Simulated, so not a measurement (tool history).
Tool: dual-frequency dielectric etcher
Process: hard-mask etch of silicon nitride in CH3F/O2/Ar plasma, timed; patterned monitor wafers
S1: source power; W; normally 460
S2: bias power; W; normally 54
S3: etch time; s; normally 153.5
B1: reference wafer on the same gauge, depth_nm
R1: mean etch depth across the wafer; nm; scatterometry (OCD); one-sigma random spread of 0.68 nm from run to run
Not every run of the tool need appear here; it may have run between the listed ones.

| run | day | S1 | S2 | S3 | B1 | R1 |
|---|---|---|---|---|---|---|
| 1 | 0.000 | 460 | 54 | 153.5 | 116.7 | 118.1 |
| 2 | 1.721 | 460 | 54 | 153.5 | 117.2 | 117.9 |
| 3 | 3.646 | 460 | 54 | 153.5 | 116.9 | 120.7 |
|  | 4.708 | wet clean of the chamber |
| 4 | 5.408 | 460 | 54 | 153.5 | 117.0 | 112.8 |
| 5 | 7.021 | 460 | 54 | 153.5 | 117.0 | 114.3 |
| 6 | 9.375 | 460 | 54 | 153.5 | 117.2 | 116.2 |
| 7 | 11.212 | 460 | 54 | 153.5 | 117.2 | 115.8 |
|  | 13.321 | gauge calibrated |
| 8 | 13.379 | 460 | 54 | 153.5 | 116.9 | 116.2 |
| 9 | 14.396 | 460 | 54 | 153.5 | 116.8 | 116.3 |
|  | 16.338 | source power generator calibrated |
|  | 16.883 | upper electrode replaced, of another model than before |
|  | 17.646 | wet clean of the chamber |
| 10 | 21.492 | 460 | 54 | 153.5 | 117.0 | 112.9 |
| 11 | 22.979 | 430 | 54 | 130.0 | 117.1 | 90.8 |
| 12 | 24.771 | 380 | 45 | 180.0 | 116.5 | 105.4 |
| 13 | 26.950 | 460 | 65 | 153.5 | 116.7 | 124.9 |
| 14 | 28.038 | 460 | 40 | 153.5 | 116.7 | 103.4 |
| 15 | 29.600 | 460 | 60 | 153.5 | 116.8 | 121.7 |
|  | 29.767 | bias power generator calibrated |
| 16 | 31.571 | 350 | 54 | 138.0 | 116.7 | 80.4 |
|  | 34.483 | wet clean of the chamber |
| 17 | 34.504 | 360 | 54 | 153.5 | 117.1 | 91.3 |

Run 18 is up next; what results do you expect?
| 18 | 36.667 | 420 | 45 | 177.5 | ? | ? |

{"run 18": {"B1": 116.9, "R1": 114.0}}
Were there no unlogged condition in the tool, this run, its random variation unchanged, would have produced R1 112.1 nm.

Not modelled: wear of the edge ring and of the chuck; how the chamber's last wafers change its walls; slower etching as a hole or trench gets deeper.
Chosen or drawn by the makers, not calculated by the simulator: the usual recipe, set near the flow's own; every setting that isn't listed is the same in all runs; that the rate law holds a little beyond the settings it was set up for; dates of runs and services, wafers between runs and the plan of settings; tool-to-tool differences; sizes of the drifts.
